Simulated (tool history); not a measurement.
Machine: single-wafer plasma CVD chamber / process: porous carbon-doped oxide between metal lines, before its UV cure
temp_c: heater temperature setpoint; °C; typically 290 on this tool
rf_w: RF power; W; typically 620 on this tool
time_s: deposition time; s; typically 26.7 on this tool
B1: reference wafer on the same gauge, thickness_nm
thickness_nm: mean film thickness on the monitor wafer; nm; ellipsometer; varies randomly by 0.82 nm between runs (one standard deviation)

Run 1, hour 0: usual settings; B1 212.11. Result: thickness_nm 200.536 nm.
Run 2, hour 6.1: usual settings but time_s 30.1 s; B1 211.821. Result: thickness_nm 225.812 nm.
Run 3, hour 19.9: usual settings but time_s 30.1 s; B1 211.911. Result: thickness_nm 224.679 nm.
Run 4, hour 34.2: usual settings; B1 211.687. Result: thickness_nm 200.922 nm.
Run 5, hour 42.1: usual settings; B1 212.227. Result: thickness_nm 202.058 nm.
Run 6, hour 58.5: usual settings; B1 211.847. Result: thickness_nm 200.183 nm.
Run 7, hour 65.6: usual settings but rf_w 655 W, time_s 29.6 s; B1 212.309. Result: thickness_nm 232.906 nm.
Run 8, hour 80.7: usual settings but rf_w 655 W, time_s 29.6 s; B1 211.654. Result: thickness_nm 233.239 nm.
Run 9, hour 88.2: usual settings; B1 212.269. Result: thickness_nm 201.676 nm.
Run 10, hour 102.2: usual settings; B1 211.957. Result: thickness_nm 201.185 nm.
Run 11, hour 115.6: usual settings but temp_c 297 °C, rf_w 680 W; B1 212.008. Result: thickness_nm 209.539 nm.
Run 12, hour 133: usual settings but temp_c 297 °C, rf_w 680 W; B1 212.048. Result: thickness_nm 210.902 nm.
Run 13, hour 155.7: usual settings but temp_c 300 °C, rf_w 670 W; B1 212.207. Result: thickness_nm 204.431 nm.
Run 14, hour 164.8: usual settings but temp_c 300 °C, rf_w 670 W; B1 211.843. Result: thickness_nm 203.41 nm.
Run 15, hour 174.4: usual settings but temp_c 300 °C, rf_w 670 W; B1 212.121. Result: thickness_nm 204.65 nm.
Run 16, hour 214.8: usual settings; B1 212.059. Result: thickness_nm 200.481 nm.
Run 17, hour 223.9: usual settings; B1 212.091. Result: thickness_nm 200.579 nm.
Run 18, hour 237.3: usual settings but rf_w 700 W, time_s 24.6 s; B1 212.259. Result: thickness_nm 207.624 nm.
Run 19, hour 251.1: usual settings but temp_c 284 °C, rf_w 730 W, time_s 22.7 s; B1 211.871. Result: thickness_nm 206.389 nm.
Run 20, hour 264.8: usual settings but rf_w 670 W; B1 211.932. Result: thickness_nm 215.655 nm.
Run 21, hour 275.8: usual settings but temp_c 279 °C; B1 212.283. Result: thickness_nm 213.098 nm.
Run 22, hour 285.4: usual settings but temp_c 294 °C, time_s 24 s; B1 211.57. Result: thickness_nm 176.695 nm.
Run 23, hour 299: usual settings but rf_w 575 W, time_s 21.4 s; B1 212.034. Result: thickness_nm 150.827 nm.
Run 24, hour 313.5: usual settings but rf_w 725 W, time_s 22.5 s; B1 212.344. Result: thickness_nm 196.281 nm.
Run 25, hour 327.3: usual settings but time_s 25.2 s; B1 211.907. Result: thickness_nm 190.054 nm.
Run 26, hour 343.7: usual settings; B1 211.899. Result: thickness_nm 200.392 nm.
Run 27, hour 361.3: usual settings but temp_c 282 °C, rf_w 690 W, time_s 23.1 s; B1 212.221. Result: thickness_nm 200.795 nm.
Run 28, hour 371.2: usual settings but temp_c 305 °C, rf_w 515 W, time_s 30.3 s; B1 211.987. Result: thickness_nm 172.288 nm.
Run 29, hour 386.8: usual settings but time_s 24.9 s; B1 212.478. Result: thickness_nm 186.828 nm.
Run 30, hour 402.6: usual settings; B1 212.431. Result: thickness_nm 200.181 nm.
Run 31, hour 419.1: usual settings; B1 211.968. Result: thickness_nm 200.938 nm.
Run 32, hour 432.1: usual settings but temp_c 304 °C, rf_w 695 W, time_s 24 s; B1 211.925. Result: thickness_nm 187.284 nm.
Run 33, hour 441.4: usual settings; B1 212.051. Result: thickness_nm 200.279 nm.
Run 34, hour 448.2: usual settings but rf_w 665 W; B1 212.085. Result: thickness_nm 214.261 nm.

The log once held 4 entries between its listed runs, left out of this copy. Where does each go, and what is different about the tool's unlogged condition between the listed run before it and the listed run after it?
Run 15 -> run 16: RF generator calibrated (hour 193.5); thermocouple changed; heater temperature recalibrated (hour 213.8); showerhead replaced (hour 214.3)
  no hidden state differs between the two runs
Run 18 -> run 19: gauge calibrated (hour 249.6)
  no hidden state differs between the two runs

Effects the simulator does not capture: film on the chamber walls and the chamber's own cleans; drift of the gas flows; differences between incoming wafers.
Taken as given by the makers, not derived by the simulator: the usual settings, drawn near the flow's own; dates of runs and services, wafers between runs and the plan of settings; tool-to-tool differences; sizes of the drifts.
